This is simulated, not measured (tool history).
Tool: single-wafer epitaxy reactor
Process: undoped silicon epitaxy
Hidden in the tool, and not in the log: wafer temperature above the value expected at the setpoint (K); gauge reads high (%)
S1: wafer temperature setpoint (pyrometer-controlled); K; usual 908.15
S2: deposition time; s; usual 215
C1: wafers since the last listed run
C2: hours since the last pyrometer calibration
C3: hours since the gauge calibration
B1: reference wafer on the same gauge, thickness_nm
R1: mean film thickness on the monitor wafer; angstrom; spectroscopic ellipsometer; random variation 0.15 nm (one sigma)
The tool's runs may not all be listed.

Run 1, hour 0: usual settings but S1 918.15 K; C1 0; C2 382.1; C3 3037.5; B1 29.091. Result: R1 335.56 angstrom.
Run 2, hour 48.2: usual settings but S1 918.15 K; C1 279; C2 430.3; C3 3085.7; B1 29.052. Result: R1 331.29 angstrom.
Run 3, hour 145.7: usual settings but S1 917.15 K, S2 240 s; C1 564; C2 527.8; C3 3183.2; B1 29.128. Result: R1 364.28 angstrom.
Run 4, hour 253.5: usual settings but S1 917.15 K, S2 240 s; C1 624; C2 635.6; C3 3291; B1 29.046. Result: R1 362.94 angstrom.
Run 5, hour 317.4: usual settings; C1 370; C2 699.5; C3 3354.9; B1 29.145. Result: R1 265.93 angstrom.
Run 6, hour 395.8: usual settings; C1 454; C2 777.9; C3 3433.3; B1 29.073. Result: R1 269.45 angstrom.
Run 7, hour 432.4: usual settings; C1 211; C2 814.5; C3 3469.9; B1 29.094. Result: R1 267.54 angstrom.
Run 8, hour 492.7: usual settings but S2 235 s; C1 349; C2 874.8; C3 3530.2; B1 29.047. Result: R1 296.01 angstrom.
Run 9, hour 577.2: usual settings but S2 235 s; C1 489; C2 959.3; C3 3614.7; B1 29.08. Result: R1 296.61 angstrom.
Run 10, hour 678.1: usual settings; C1 584; C2 1060.2; C3 3715.6; B1 29.121. Result: R1 268.51 angstrom.
Run 11, hour 732.4: usual settings; C1 314; C2 1114.5; C3 3769.9; B1 29.085. Result: R1 271.07 angstrom.
Run 12, hour 802.5: usual settings; C1 405; C2 1184.6; C3 3840; B1 29.089. Result: R1 272.96 angstrom.
Run 13, hour 842.4: usual settings but S1 901.15 K; C1 231; C2 1224.5; C3 3879.9; B1 29.084. Result: R1 232.99 angstrom.
Run 14, hour 931.8: usual settings but S1 901.15 K; C1 517; C2 1313.9; C3 3969.3; B1 29.092. Result: R1 233.56 angstrom.
Run 15, hour 1007.5: usual settings but S1 901.15 K; C1 438; C2 1389.6; C3 4045; B1 29.183. Result: R1 233.24 angstrom.
Run 16, hour 1103: usual settings; C1 553; C2 1485.1; C3 4140.5; B1 29.161. Result: R1 274.42 angstrom.
At hour 1111.3: gauge calibrated.
Run 17, hour 1200: usual settings; C1 561; C2 1582.1; C3 88.7; B1 29.183. Result: R1 276.5 angstrom.
Run 18, hour 1251.4: usual settings; C1 297; C2 1633.5; C3 140.1; B1 29.15. Result: R1 277.44 angstrom.
Run 19, hour 1289.2: usual settings; C1 218; C2 1671.3; C3 177.9; B1 29.03. Result: R1 275.75 angstrom.
Run 20, hour 1380.5: usual settings but S1 899.15 K; C1 528; C2 1762.6; C3 269.2; B1 29.092. Result: R1 228.79 angstrom.
At hour 1508.8: pyrometer calibrated.
Run 21, hour 1624.2: usual settings; C1 1365; C2 115.4; C3 512.9; B1 29.03. Result: R1 263.43 angstrom.
Run 22, hour 1662.1: usual settings but S1 917.15 K, S2 190 s; C1 219; C2 153.3; C3 550.8; B1 29.089. Result: R1 284.82 angstrom.
Run 23, hour 1766.1: usual settings but S1 920.15 K, S2 246 s; C1 602; C2 257.3; C3 654.8; B1 29.1. Result: R1 396.26 angstrom.
Run 24, hour 1823.4: usual settings; C1 331; C2 314.6; C3 712.1; B1 29.101. Result: R1 263.74 angstrom.
Run 25, hour 1898.6: usual settings; C1 435; C2 389.8; C3 787.3; B1 29.137. Result: R1 262.2 angstrom.
Run 26, hour 1967.6: usual settings; C1 399; C2 458.8; C3 856.3; B1 29.06. Result: R1 264.25 angstrom.
Run 27, hour 2036.2: usual settings but S1 900.15 K, S2 230 s; C1 397; C2 527.4; C3 924.9; B1 29.073. Result: R1 236.11 angstrom.
Run 28, hour 2088.6: usual settings but S1 895.15 K, S2 238 s; C1 303; C2 579.8; C3 977.3; B1 29.106. Result: R1 219.24 angstrom.
Run 29, hour 2161.4: usual settings but S1 915.15 K, S2 242 s; C1 421; C2 652.6; C3 1050.1; B1 29.121. Result: R1 349.51 angstrom.
Run 30, hour 2268.1: usual settings but S1 895.15 K, S2 238 s; C1 617; C2 759.3; C3 1156.8; B1 29.064. Result: R1 217.39 angstrom.
Run 31, hour 2310.8: usual settings but S2 226 s; C1 247; C2 802; C3 1199.5; B1 29.038. Result: R1 281.85 angstrom.
Run 32, hour 2374.6: usual settings; C1 369; C2 865.8; C3 1263.3; B1 29.15. Result: R1 266.55 angstrom.
Run 33, hour 2470.3: usual settings but S1 898.15 K, S2 235 s; C1 554; C2 961.5; C3 1359; B1 29.099. Result: R1 234.44 angstrom.
Run 34, hour 2572.8: usual settings but S1 922.15 K, S2 202 s; C1 593; C2 1064; C3 1461.5; B1 29.067. Result: R1 345.01 angstrom.
Run 35, hour 2609.3: usual settings but S1 901.15 K, S2 254 s; C1 211; C2 1100.5; C3 1498; B1 29.13. Result: R1 274.11 angstrom.
Run 36, hour 2708.4: usual settings but S1 914.15 K, S2 176 s; C1 573; C2 1199.6; C3 1597.1; B1 29.054. Result: R1 251.71 angstrom.
Run 37, hour 2786: usual settings but S1 898.15 K; C1 449; C2 1277.2; C3 1674.7; B1 29.14. Result: R1 215.86 angstrom.
Run 38, hour 2859.9: usual settings but S1 917.15 K, S2 182 s; C1 427; C2 1351.1; C3 1748.6; B1 29.069. Result: R1 283.12 angstrom.
Run 39, hour 2908.3: usual settings but S1 913.15 K; C1 280; C2 1399.5; C3 1797; B1 29.128. Result: R1 308.93 angstrom.
Run 40, hour 2969.7: usual settings; C1 355; C2 1460.9; C3 1858.4; B1 29.091. Result: R1 272.32 angstrom.
Run 41, hour 3018.2: usual settings but S2 226 s; C1 280; C2 1509.4; C3 1906.9; B1 29.059. Result: R1 288.42 angstrom.
At hour 3063.2: pyrometer calibrated.
Run 42, hour 3076.2: usual settings; C1 289; C2 13; C3 1964.9; B1 29.08. Result: R1 265.08 angstrom.
Run 43, hour 3123.6: usual settings but S1 899.15 K, S2 188 s; C1 274; C2 60.4; C3 2012.3; B1 29.149. Result: R1 187.74 angstrom.
Run 44, hour 3197.4: usual settings; C1 427; C2 134.2; C3 2086.1; B1 29.062. Result: R1 264.67 angstrom.
Run 45, hour 3261.1: usual settings; C1 368; C2 197.9; C3 2149.8; B1 29.111. Result: R1 265.64 angstrom.
Run 46, hour 3315: usual settings but S1 914.15 K, S2 197 s; C1 312; C2 251.8; C3 2203.7; B1 29.071. Result: R1 280.07 angstrom.

The tool's hidden state at each run:
gauge reads high (%): 0 in every run
H1: wafer temperature above the value expected at the setpoint (K)
run     H1
  1  0.442
  2  0.475
  3  0.552
  4  0.656
  5  0.727
  6  0.823
  7  0.871
  8  0.956
  9   1.08
 10   1.25
 11   1.35
 12   1.48
 13   1.56
 14   1.75
 15   1.92
 16   2.15
 17    2.4
 18   2.53
 19   2.64
 20    2.9
 21  0.142
 22  0.151
 23  0.186
 24  0.213
 25  0.257
 26  0.306
 27  0.362
 28   0.41
 29  0.484
 30  0.609
 31  0.664
 32  0.752
 33  0.897
 34   1.07
 35   1.14
 36   1.32
 37   1.48
 38   1.64
 39   1.75
 40    1.9
 41   2.02
 42  0.283
 43  0.285
 44  0.297
 45  0.315
 46  0.335
